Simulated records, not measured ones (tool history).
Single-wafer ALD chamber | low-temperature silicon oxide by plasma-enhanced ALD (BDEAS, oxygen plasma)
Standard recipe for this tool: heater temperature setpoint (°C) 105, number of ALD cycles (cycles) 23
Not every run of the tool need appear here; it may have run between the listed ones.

| run | hour | heater temperature setpoint (°C) | number of ALD cycles (cycles) | wafers since the last listed run | hours since the last thermocouple change | hours since the gauge calibration | read-back reference wafer on the same gauge, thickness_nm | mean film thickness on the monitor wafer (Å) |
|---|---|---|---|---|---|---|---|---|
| 1 | 0 | 105 | 23 | 0 | 1285.2 | 330 | 2.774 | 32.59 |
| 2 | 28.5 | 105 | 23 | 298 | 1313.7 | 358.5 | 2.775 | 32.71 |
| 3 | 44.5 | 105 | 23 | 167 | 1329.7 | 374.5 | 2.773 | 32.62 |
| 4 | 65.6 | 105 | 23 | 220 | 1350.8 | 395.6 | 2.772 | 32.72 |
| 5 | 85.2 | 105 | 23 | 205 | 1370.4 | 415.2 | 2.772 | 32.59 |
| 6 | 97.7 | 112 | 23 | 130 | 1382.9 | 427.7 | 2.771 | 32.18 |
| 7 | 126.6 | 112 | 23 | 302 | 1411.8 | 456.6 | 2.771 | 32.23 |
| 8 | 148.5 | 112 | 23 | 229 | 1433.7 | 478.5 | 2.77 | 32.17 |
| 9 | 182 | 105 | 23 | 350 | 1467.2 | 512 | 2.768 | 32.62 |
| 10 | 206.7 | 105 | 23 | 258 | 1491.9 | 536.7 | 2.768 | 32.53 |
| 11 | 225.5 | 105 | 23 | 196 | 1510.7 | 555.5 | 2.769 | 32.57 |
| 12 | 320.7 | 105 | 23 | 996 | 1605.9 | 650.7 | 2.765 | 32.57 |
| 13 | 343.4 | 105 | 23 | 237 | 1628.6 | 673.4 | 2.761 | 32.55 |
| 14 | 428.3 | 105 | 23 | 888 | 1713.5 | 758.3 | 2.758 | 32.47 |
| 15 | 452.7 | 105 | 23 | 255 | 1737.9 | 782.7 | 2.759 | 32.54 |
| 16 | 469.8 | 105 | 23 | 179 | 1755 | 799.8 | 2.756 | 32.53 |
| 17 | 483.5 | 105 | 21 | 143 | 1768.7 | 813.5 | 2.756 | 29.83 |
| 18 | 507.4 | 105 | 21 | 250 | 1792.6 | 837.4 | 2.755 | 29.62 |
| 19 | 523.4 | 105 | 21 | 167 | 1808.6 | 853.4 | 2.755 | 29.63 |
| 20 | 541.3 | 105 | 23 | 187 | 1826.5 | 871.3 | 2.753 | 32.31 |
| 21 | 574.2 | 105 | 23 | 344 | 1859.4 | 904.2 | 2.752 | 32.44 |
| 22 | 593.7 | 99 | 26 | 204 | 1878.9 | 923.7 | 2.748 | 37.37 |
| 23 | 625.6 | 115 | 21 | 334 | 1910.8 | 955.6 | 2.748 | 28.98 |
| 24 | 658.9 | 118 | 23 | 348 | 1944.1 | 988.9 | 2.746 | 31.65 |
| 25 | 689.7 | 105 | 23 | 322 | 1974.9 | 1019.7 | 2.744 | 32.32 |
|  | 702.8 | gauge calibrated |
| 26 | 706.5 | 118 | 27 | 175 | 1991.7 | 3.7 | 2.782 | 37.63 |
| 27 | 735.8 | 105 | 23 | 306 | 2021 | 33 | 2.781 | 32.79 |
| 28 | 748.6 | 105 | 23 | 134 | 2033.8 | 45.8 | 2.782 | 32.84 |
|  | 760.1 | thermocouple changed; heater temperature recalibrated |
| 29 | 781.9 | 105 | 23 | 264 | 21.8 | 79.1 | 2.783 | 32.76 |
| 30 | 813.6 | 101 | 22 | 331 | 53.5 | 110.8 | 2.782 | 31.52 |
| 31 | 826.4 | 105 | 23 | 134 | 66.3 | 123.6 | 2.782 | 32.93 |
| 32 | 848.8 | 105 | 20 | 234 | 88.7 | 146 | 2.781 | 28.55 |
| 33 | 872.5 | 116 | 23 | 248 | 112.4 | 169.7 | 2.782 | 31.93 |
| 34 | 889.8 | 109 | 27 | 181 | 129.7 | 187 | 2.781 | 38.16 |
| 35 | 909.7 | 119 | 28 | 208 | 149.6 | 206.9 | 2.782 | 38.71 |
| 36 | 925 | 97 | 25 | 160 | 164.9 | 222.2 | 2.781 | 36.57 |
| 37 | 957.2 | 94 | 20 | 337 | 197.1 | 254.4 | 2.779 | 29.61 |
| 38 | 975.4 | 116 | 26 | 190 | 215.3 | 272.6 | 2.781 | 36.21 |
| 39 | 992.9 | 117 | 20 | 183 | 232.8 | 290.1 | 2.78 | 27.73 |
| 40 | 1008.7 | 101 | 19 | 165 | 248.6 | 305.9 | 2.78 | 27.38 |
| 41 | 1022.9 | 118 | 27 | 148 | 262.8 | 320.1 | 2.778 | 37.54 |
| 42 | 1050.3 | 116 | 24 | 286 | 290.2 | 347.5 | 2.778 | 33.39 |
| 43 | 1063.8 | 105 | 23 | 141 | 303.7 | 361 | 2.778 | 32.85 |

Selected run-to-run steps in mean film thickness on the monitor wafer (Å), each split into two signed amounts: the part the tool would show with no hidden state at all (from settings, incoming material and random variation), and the remainder, which goes to the hidden state together with any gauge scatter not common to the measured and the hidden-state-free results:
Hidden conditions of the tool in this case: wafer temperature above the value expected at the setpoint (K); gauge reads high (%).
Run 21 -> 22: heater temperature setpoint (°C) 105 -> 99, number of ALD cycles (cycles) 23 -> 26. mean film thickness on the monitor wafer (Å) +4.93: hidden state -0.07, all else +5.
Run 22 -> 23: heater temperature setpoint (°C) 99 -> 115, number of ALD cycles (cycles) 26 -> 21. mean film thickness on the monitor wafer (Å) -8.39: hidden state +0.08, all else -8.47.
Run 25 -> 26: heater temperature setpoint (°C) 105 -> 118, number of ALD cycles (cycles) 23 -> 27, gauge calibrated. mean film thickness on the monitor wafer (Å) +5.31: hidden state +0.44, all else +4.87.
Run 38 -> 39: heater temperature setpoint (°C) 116 -> 117, number of ALD cycles (cycles) 26 -> 20. mean film thickness on the monitor wafer (Å) -8.48: hidden state +0, all else -8.48.
Run 40 -> 41: heater temperature setpoint (°C) 101 -> 118, number of ALD cycles (cycles) 19 -> 27. mean film thickness on the monitor wafer (Å) +10.16: hidden state -0.01, all else +10.17.
